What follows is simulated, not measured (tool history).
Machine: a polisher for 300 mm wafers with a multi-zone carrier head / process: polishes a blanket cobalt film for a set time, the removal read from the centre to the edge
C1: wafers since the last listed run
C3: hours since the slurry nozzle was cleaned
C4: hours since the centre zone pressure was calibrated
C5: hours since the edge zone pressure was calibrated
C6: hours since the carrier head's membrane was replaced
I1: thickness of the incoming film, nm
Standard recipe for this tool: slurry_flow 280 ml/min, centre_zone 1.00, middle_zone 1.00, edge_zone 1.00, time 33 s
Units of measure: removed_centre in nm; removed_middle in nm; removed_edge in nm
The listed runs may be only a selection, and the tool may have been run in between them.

Run 1, day 0.000: usual settings; C1 0; wafers polished on this pad 1451; C3 131.0; C4 72.9; C5 455.3; C6 1070.7; I1 889.4. Result: removed_centre 211.2 nm, removed_middle 217.3 nm, removed_edge 209.0 nm.
At day 0.208: worn pad replaced by a new one.
Run 2, day 0.621: usual settings but slurry_flow 245 ml/min, time 26 s; C1 70; wafers polished on this pad 63; C3 145.9; C4 87.8; C5 470.2; C6 1085.6; I1 897.7. Result: removed_centre 180.3 nm, removed_middle 189.3 nm, removed_edge 185.3 nm.
At day 1.146: carrier head's membrane replaced by a new one.
Run 3, day 1.167: usual settings but time 43 s; C1 52; wafers polished on this pad 116; C3 159.0; C4 100.9; C5 483.3; C6 0.5; I1 902.2. Result: removed_centre 304.3 nm, removed_middle 315.0 nm, removed_edge 297.3 nm.
At day 1.429: edge zone pressure recalibrated.
Run 4, day 1.450: usual settings but slurry_flow 215 ml/min, centre_zone 0.91; C1 30; wafers polished on this pad 147; C3 165.8; C4 107.7; C5 0.5; C6 7.3; I1 915.0. Result: removed_centre 209.1 nm, removed_middle 239.0 nm, removed_edge 229.2 nm.
Run 5, day 2.121: usual settings; C1 103; wafers polished on this pad 250; C3 181.9; C4 123.8; C5 16.6; C6 23.4; I1 888.3. Result: removed_centre 227.1 nm, removed_middle 243.8 nm, removed_edge 231.9 nm.
Run 6, day 2.421: usual settings but slurry_flow 355 ml/min, centre_zone 0.88, middle_zone 1.09, time 45 s; C1 46; wafers polished on this pad 297; C3 189.1; C4 131.0; C5 23.8; C6 30.6; I1 905.4. Result: removed_centre 286.9 nm, removed_middle 362.0 nm, removed_edge 321.3 nm.
Run 7, day 2.921: usual settings but middle_zone 0.88, edge_zone 0.94, time 44 s; C1 77; wafers polished on this pad 374; C3 201.1; C4 143.0; C5 35.8; C6 42.6; I1 909.0. Result: removed_centre 307.7 nm, removed_middle 290.0 nm, removed_edge 298.1 nm.
Run 8, day 3.258: usual settings but slurry_flow 250 ml/min, middle_zone 1.05, edge_zone 0.89; C1 52; wafers polished on this pad 427; C3 209.2; C4 151.1; C5 43.9; C6 50.7; I1 884.6. Result: removed_centre 229.0 nm, removed_middle 247.1 nm, removed_edge 218.8 nm.
Run 9, day 3.821: usual settings but slurry_flow 370 ml/min; C1 87; wafers polished on this pad 514; C3 222.7; C4 164.6; C5 57.4; C6 64.2; I1 903.0. Result: removed_centre 233.6 nm, removed_middle 237.8 nm, removed_edge 231.4 nm.
Run 10, day 4.325: usual settings; C1 78; wafers polished on this pad 592; C3 234.8; C4 176.7; C5 69.5; C6 76.3; I1 914.5. Result: removed_centre 224.1 nm, removed_middle 239.4 nm, removed_edge 229.2 nm.
Run 11, day 4.921: usual settings; C1 92; wafers polished on this pad 684; C3 249.1; C4 191.0; C5 83.8; C6 90.6; I1 901.6. Result: removed_centre 229.6 nm, removed_middle 233.0 nm, removed_edge 225.1 nm.
Run 12, day 5.650: usual settings but slurry_flow 350 ml/min, middle_zone 1.11, edge_zone 0.94, time 39 s; C1 112; wafers polished on this pad 797; C3 266.6; C4 208.5; C5 101.3; C6 108.1; I1 897.4. Result: removed_centre 274.3 nm, removed_middle 306.4 nm, removed_edge 258.5 nm.
Run 13, day 6.292: usual settings but slurry_flow 320 ml/min, edge_zone 0.90; C1 99; wafers polished on this pad 896; C3 282.0; C4 223.9; C5 116.7; C6 123.5; I1 905.9. Result: removed_centre 223.0 nm, removed_middle 230.8 nm, removed_edge 211.7 nm.
Run 14, day 6.779: usual settings but slurry_flow 205 ml/min, centre_zone 0.92, middle_zone 0.92, edge_zone 1.10; C1 75; wafers polished on this pad 972; C3 293.7; C4 235.6; C5 128.4; C6 135.2; I1 911.0. Result: removed_centre 205.2 nm, removed_middle 216.0 nm, removed_edge 232.2 nm.
At day 8.146: worn pad replaced by a new one.
Run 15, day 8.408: usual settings but slurry_flow 310 ml/min, edge_zone 0.92; C1 226; wafers polished on this pad 40; C3 332.8; C4 274.7; C5 167.5; C6 174.3; I1 898.4. Result: removed_centre 235.3 nm, removed_middle 243.3 nm, removed_edge 221.1 nm.
Run 16, day 8.717: usual settings but middle_zone 1.04, time 30 s; C1 47; wafers polished on this pad 88; C3 340.2; C4 282.1; C5 174.9; C6 181.7; I1 891.9. Result: removed_centre 211.5 nm, removed_middle 224.6 nm, removed_edge 214.6 nm.
Run 17, day 9.171: usual settings but time 43 s; C1 70; wafers polished on this pad 158; C3 351.1; C4 293.0; C5 185.8; C6 192.6; I1 914.1. Result: removed_centre 300.6 nm, removed_middle 314.4 nm, removed_edge 307.6 nm.
Run 18, day 9.671: usual settings; C1 77; wafers polished on this pad 236; C3 363.1; C4 305.0; C5 197.8; C6 204.6; I1 898.0. Result: removed_centre 229.7 nm, removed_middle 239.9 nm, removed_edge 235.2 nm.
Run 19, day 10.121: usual settings; C1 69; wafers polished on this pad 305; C3 373.9; C4 315.8; C5 208.6; C6 215.4; I1 894.8. Result: removed_centre 229.6 nm, removed_middle 238.0 nm, removed_edge 227.7 nm.
Run 20, day 10.458: usual settings but slurry_flow 240 ml/min; C1 52; wafers polished on this pad 358; C3 382.0; C4 323.9; C5 216.7; C6 223.5; I1 892.9. Result: removed_centre 228.6 nm, removed_middle 238.4 nm, removed_edge 229.1 nm.
Run 21, day 10.854: usual settings but slurry_flow 345 ml/min, middle_zone 0.90; C1 61; wafers polished on this pad 419; C3 391.5; C4 333.4; C5 226.2; C6 233.0; I1 884.3. Result: removed_centre 229.9 nm, removed_middle 222.8 nm, removed_edge 233.0 nm.
Run 22, day 11.567: usual settings but middle_zone 1.04, time 30 s; C1 110; wafers polished on this pad 529; C3 408.6; C4 350.5; C5 243.3; C6 250.1; I1 900.2. Result: removed_centre 211.4 nm, removed_middle 225.1 nm, removed_edge 209.9 nm.
Run 23, day 11.946: usual settings but slurry_flow 360 ml/min; C1 58; wafers polished on this pad 588; C3 417.7; C4 359.6; C5 252.4; C6 259.2; I1 897.9. Result: removed_centre 228.7 nm, removed_middle 242.7 nm, removed_edge 231.3 nm.

Run by run, hidden condition taken away, random variation retained:
Hidden state present: removal rate lost through wear of the pad, %; slurry flow missing at the pad, %; deviation of the centre zone's pressure from its setpoint, %; deviation of the edge zone's pressure from its setpoint, %.
run  removed_centre  removed_middle  removed_edge
  1           235.0           241.8         232.6
  2           180.7           189.8         185.8
  3           305.2           315.9         298.2
  4           209.9           239.9         230.1
  5           228.4           245.3         233.3
  6           289.0           364.7         323.7
  7           310.8           293.0         301.1
  8           231.8           250.2         221.5
  9           237.5           241.8         235.2
 10           228.8           244.4         234.0
 11           235.7           239.2         231.2
 12           284.0           317.3         267.7
 13           232.9           241.0         221.0
 14           215.7           227.1         244.2
 15           236.2           244.3         222.0
 16           212.4           225.6         215.6
 17           302.2           316.0         309.2
 18           231.3           241.4         236.8
 19           231.5           240.0         229.6
 20           230.9           240.8         231.4
 21           232.7           225.5         235.8
 22           215.0           229.0         213.4
 23           233.3           247.6         236.0
